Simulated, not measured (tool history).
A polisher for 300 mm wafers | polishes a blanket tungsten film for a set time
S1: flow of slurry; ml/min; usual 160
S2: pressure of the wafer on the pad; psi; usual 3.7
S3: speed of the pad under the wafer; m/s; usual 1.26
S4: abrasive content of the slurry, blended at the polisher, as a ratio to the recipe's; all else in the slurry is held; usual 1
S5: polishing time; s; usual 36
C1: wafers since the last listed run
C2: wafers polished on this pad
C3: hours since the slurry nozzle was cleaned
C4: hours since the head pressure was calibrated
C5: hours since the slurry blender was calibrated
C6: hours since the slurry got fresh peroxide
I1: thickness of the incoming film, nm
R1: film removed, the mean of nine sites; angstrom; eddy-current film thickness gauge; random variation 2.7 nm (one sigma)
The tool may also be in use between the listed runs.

run     day   S1   S2    S3    S4  S5    C1    C2     C3      C4     C5     C6     I1    R1
  1       0  195  3.7  1.14     1  36     0  1374  305.2   400.6  216.7  280.2  590.8  1545
      1.275  -- slurry tank refilled with fresh slurry and peroxide
  2   2.142  160  3.7  1.26     1  36   806  2181  356.6     452  268.1   20.8  587.5  1996
  3   3.729  160  3.7  1.26     1  36   609  2790  394.7   490.1  306.2   58.9  601.2  1900
  4   6.612  160  3.7  1.26     1  36  1107  3898  463.9   559.3  375.4  128.1  601.2  1858
      7.662  -- worn pad replaced by a new one
      8.925  -- slurry nozzle cleaned
  5   9.492  160  3.7  1.26   1.2  36  1025   686   13.6   628.4  444.5  197.2  597.3  1801
  6   12.25  160  3.7  1.26     1  36  1059  1745   79.8   694.6  510.7  263.4    601  1773
     12.654  -- slurry tank refilled with fresh slurry and peroxide
     13.271  -- slurry blender recalibrated
  7  14.658  160  3.7  1.26     1  36   876  2622  137.6   752.4   33.3   48.1    608  1872
  8  15.754  160  3.7  1.26     1  27   420  3043  163.9   778.7   59.6   74.4  599.4  1436
  9  17.971  160  3.7  1.26     1  27   851  3894  217.1   831.9  112.8  127.6    606  1361
     20.088  -- worn pad replaced by a new one
 10  20.758  160  3.7  1.26     1  27  1006   257    284   898.8  179.7  194.5  589.9  1341
 11  23.108  160  3.7  1.26     1  36   902  1159  340.4   955.2  236.1  250.9  599.7  1681
 12  24.504  160  3.7  1.26     1  36   536  1695  373.9   988.7  269.6  284.4  599.9  1642
     24.962  -- slurry tank refilled with fresh slurry and peroxide
 13  25.825  160  3.7  1.26     1  36   491  2187  405.6  1020.4  301.3   20.7  608.7  1969
 14  28.721  160  3.3  1.68     1  24  1112  3299  475.1  1089.9  370.8   90.2  590.8  1498
 15  30.871  160  4.9  1.26  0.85  41   825  4124  526.7  1141.5  422.4  141.8  599.3  2735
     31.079  -- slurry nozzle cleaned
     31.412  -- worn pad replaced by a new one
     32.975  -- head pressure recalibrated
     35.833  -- slurry tank refilled with fresh slurry and peroxide
     36.458  -- slurry blender recalibrated
 16  39.625  160  3.7  1.26     1  36  3201  3073  205.1   159.6     76     91  595.6  1877
 17  41.725  180  4.4  1.04     1  44   806  3879  255.5     210  126.4  141.4  597.1  2240
 18    44.4  160  3.7  0.84     1  36  1027  4907  319.7   274.2  190.6  205.6  599.2  1235
     45.467  -- worn pad replaced by a new one
 19  45.533  160  3.7  1.26     1  36   371    25  346.9   301.4  217.8  232.8  592.1  1746
 20  46.846  160  3.7  1.26     1  45   504   529  378.4   332.9  249.3  264.3  600.3  2159
 21  48.346  130  3.7   1.4   1.2  36   576  1105  414.4   368.9  285.3  300.3    607  1827
     48.508  -- slurry tank refilled with fresh slurry and peroxide
 22  50.025  180  3.7  1.66  0.85  36   628  1734  454.7   409.2  325.6   36.4    590  2543
 23  52.717  160  4.6   1.1     1  36  1033  2767  519.3   473.8  390.2    101  599.1  2058
     55.417  -- slurry nozzle cleaned
 24  55.638  195  4.7  1.48     1  30  1105  3873    5.3   543.9  460.3  171.1  601.1  2336
 25  58.396  120  3.7  1.26     1  36  1059  4932   71.5   610.1  526.5  237.3  607.8  1690
      58.85  -- worn pad replaced by a new one
     59.458  -- slurry blender recalibrated
 26  60.604  185  2.7  1.26   0.9  29   752   640  124.5   663.1   27.5  290.3  604.6  1055
     61.558  -- slurry tank refilled with fresh slurry and peroxide
 27  62.912  160  3.7  1.26     1  36   870  1511  179.9   718.5   82.9   32.5    590  1952

How the hidden state differs across the entries between the runs, from the last listed run before each to the first after it:
Between runs 1 and 2: slurry tank refilled with fresh slurry and peroxide (day 1.275)
  peroxide lost from the slurry, %: 34.4 -> 3.01
  measured less the result without the state, R1: -286 -> -23 angstrom
Between runs 4 and 5: worn pad replaced by a new one (day 7.662); slurry nozzle cleaned (day 8.925)
  peroxide lost from the slurry, %: 14.5 -> 21.9
  measured less the result without the state, R1: -116 -> -183 angstrom
Between runs 6 and 7: slurry tank refilled with fresh slurry and peroxide (day 12.654); slurry blender recalibrated (day 13.271)
  peroxide lost from the slurry, %: 29.1 -> 9.85
  measured less the result without the state, R1: -258 -> -76 angstrom
Between runs 9 and 10: worn pad replaced by a new one (day 20.088)
  peroxide lost from the slurry, %: 18.4 -> 25.6
  measured less the result without the state, R1: -112 -> -166 angstrom
Between runs 12 and 13: slurry tank refilled with fresh slurry and peroxide (day 24.962)
  peroxide lost from the slurry, %: 35.2 -> 3.84
  measured less the result without the state, R1: -313 -> -30 angstrom
Between runs 15 and 16: slurry nozzle cleaned (day 31.079); worn pad replaced by a new one (day 31.412); head pressure recalibrated (day 32.975); slurry tank refilled with fresh slurry and peroxide (day 35.833); slurry blender recalibrated (day 36.458)
  peroxide lost from the slurry, %: 16.8 -> 10.3
  measured less the result without the state, R1: -203 -> -80 angstrom
Between runs 18 and 19: worn pad replaced by a new one (day 45.467)
  peroxide lost from the slurry, %: 22.6 -> 25.5
  measured less the result without the state, R1: -130 -> -215 angstrom
Between runs 21 and 22: slurry tank refilled with fresh slurry and peroxide (day 48.508)
  peroxide lost from the slurry, %: 32.8 -> 4.02
  measured less the result without the state, R1: -315 -> -40 angstrom
Between runs 23 and 24: slurry nozzle cleaned (day 55.417)
  peroxide lost from the slurry, %: 11 -> 18.5
  measured less the result without the state, R1: -93 -> -193 angstrom
Between runs 25 and 26: worn pad replaced by a new one (day 58.85); slurry blender recalibrated (day 59.458)
  peroxide lost from the slurry, %: 25.6 -> 31.3
  measured less the result without the state, R1: -209 -> -171 angstrom
Between runs 26 and 27: slurry tank refilled with fresh slurry and peroxide (day 61.558)
  peroxide lost from the slurry, %: 31.3 -> 4.33
  measured less the result without the state, R1: -171 -> -34 angstrom
